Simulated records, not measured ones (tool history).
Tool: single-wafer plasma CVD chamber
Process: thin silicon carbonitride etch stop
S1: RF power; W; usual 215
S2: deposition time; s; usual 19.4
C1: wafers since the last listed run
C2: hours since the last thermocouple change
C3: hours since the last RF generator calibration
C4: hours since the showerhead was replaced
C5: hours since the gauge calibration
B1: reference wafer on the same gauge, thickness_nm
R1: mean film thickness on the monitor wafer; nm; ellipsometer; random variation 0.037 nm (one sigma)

run,hour,S1,S2,C1,C2,C3,C4,C5,B1,R1
1,0.0,190,19.4,0,1293.1,674.3,4230.4,775.9,9.802,10.650
2,107.0,190,19.4,2307,1400.1,781.3,4337.4,882.9,9.794,10.591
3,181.5,215,19.4,1606,1474.6,855.8,4411.9,957.4,9.793,10.905
4,234.8,215,19.4,1149,1527.9,909.1,4465.2,1010.7,9.795,10.954
5,277.8,215,19.4,927,1570.9,952.1,4508.2,1053.7,9.806,11.005
6,369.3,215,19.4,1973,1662.4,1043.6,4599.7,1145.2,9.798,10.996
# hour 463.2: thermocouple changed; heater temperature recalibrated
7,463.7,215,19.4,1863,0.5,1138.0,4694.1,1239.6,9.791,10.991
# hour 499.7: gauge calibrated
8,531.4,215,19.4,1460,68.2,1205.7,4761.8,31.7,9.801,10.965
9,584.0,215,19.4,1134,120.8,1258.3,4814.4,84.3,9.802,10.981
10,677.7,195,22.4,2021,214.5,1352.0,4908.1,178.0,9.795,12.406
11,714.5,215,18.1,793,251.3,1388.8,4944.9,214.8,9.806,10.248
12,766.2,240,21.5,1115,303.0,1440.5,4996.6,266.5,9.792,12.481
# hour 826.7: showerhead replaced
13,836.0,245,17.9,1332,372.8,1510.3,9.3,336.3,9.796,10.439
14,888.3,185,22.7,1128,425.1,1562.6,61.6,388.6,9.804,12.391
15,951.4,215,21.8,1361,488.2,1625.7,124.7,451.7,9.800,12.315
# hour 970.8: RF generator calibrated
16,1025.5,230,16.3,1425,562.3,54.7,198.8,525.8,9.805,9.408
17,1109.8,190,19.4,1818,646.6,139.0,283.1,610.1,9.802,10.637
18,1149.0,245,19.4,845,685.8,178.2,322.3,649.3,9.798,11.371
19,1210.5,215,19.4,1326,747.3,239.7,383.8,710.8,9.797,10.963
20,1287.6,225,21.0,1662,824.4,316.8,460.9,787.9,9.793,11.996

3 ways to go on from here, each from the tool as it stands after run 20. What would each give?
A,1288.0,215,22.0,8,824.8,317.2,461.3,788.3,?,?
B,1288.0,175,18.2,8,824.8,317.2,461.3,788.3,?,?
C,1288.0,235,21.6,8,824.8,317.2,461.3,788.3,?,?

run,B1,R1
A,9.785,12.348
B,9.785,9.715
C,9.785,12.396
Without the tool's hidden state the same runs would have given:
run,R1
A,12.348
B,9.715
C,12.396
